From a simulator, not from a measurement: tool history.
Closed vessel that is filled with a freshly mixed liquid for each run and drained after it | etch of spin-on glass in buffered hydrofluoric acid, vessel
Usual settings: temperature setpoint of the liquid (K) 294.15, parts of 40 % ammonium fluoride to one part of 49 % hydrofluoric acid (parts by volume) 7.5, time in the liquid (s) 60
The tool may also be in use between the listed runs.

| run | hour | temperature setpoint of the liquid (K) | parts of 40 % ammonium fluoride to one part of 49 % hydrofluoric acid (parts by volume) | time in the liquid (s) | read-back film thickness of the spin-on glass reference wafer, read on the same gauge (nm) | thickness taken off the spin-on glass on a monitor wafer (angstrom) |
|---|---|---|---|---|---|---|
| 1 | 0.0 | 294.15 | 7.5 | 70 | 79.98 | 2679.6 |
|  | 13.8 | gauge calibrated |
|  | 47.5 | hydrofluoric acid flow meter replaced |
| 2 | 276.4 | 294.15 | 7.5 | 70 | 79.99 | 2567.4 |
| 3 | 368.2 | 294.15 | 7.5 | 60 | 80.02 | 2214.2 |
| 4 | 458.4 | 294.15 | 7.5 | 60 | 79.99 | 2222.8 |
| 5 | 506.7 | 294.15 | 7.5 | 60 | 80.00 | 2229.4 |
| 6 | 612.7 | 294.15 | 7.5 | 60 | 80.01 | 2261.6 |
| 7 | 691.1 | 294.15 | 7.5 | 60 | 80.01 | 2256.3 |
|  | 746.2 | thermometer replaced |
| 8 | 766.2 | 294.15 | 7.5 | 60 | 80.00 | 2264.3 |
|  | 834.9 | gauge calibrated |
| 9 | 859.9 | 294.15 | 7.5 | 60 | 80.00 | 2254.1 |
| 10 | 918.2 | 294.15 | 9.5 | 85 | 80.00 | 2506.1 |
| 11 | 1011.9 | 294.15 | 6.0 | 60 | 80.00 | 2789.5 |
| 12 | 1096.0 | 294.15 | 7.5 | 30 | 80.00 | 1158.6 |

Forecast run 13:
|  | 1149.8 | hydrofluoric acid flow meter replaced |
| 13 | 1161.1 | 296.65 | 7.5 | 60 | ? | ? |

Run 13 gave read-back film thickness of the spin-on glass reference wafer, read on the same gauge (nm) 79.99, thickness taken off the spin-on glass on a monitor wafer (angstrom) 2498.7.
Without the tool's hidden state the same run would have given thickness taken off the spin-on glass on a monitor wafer (angstrom) 2491.6.
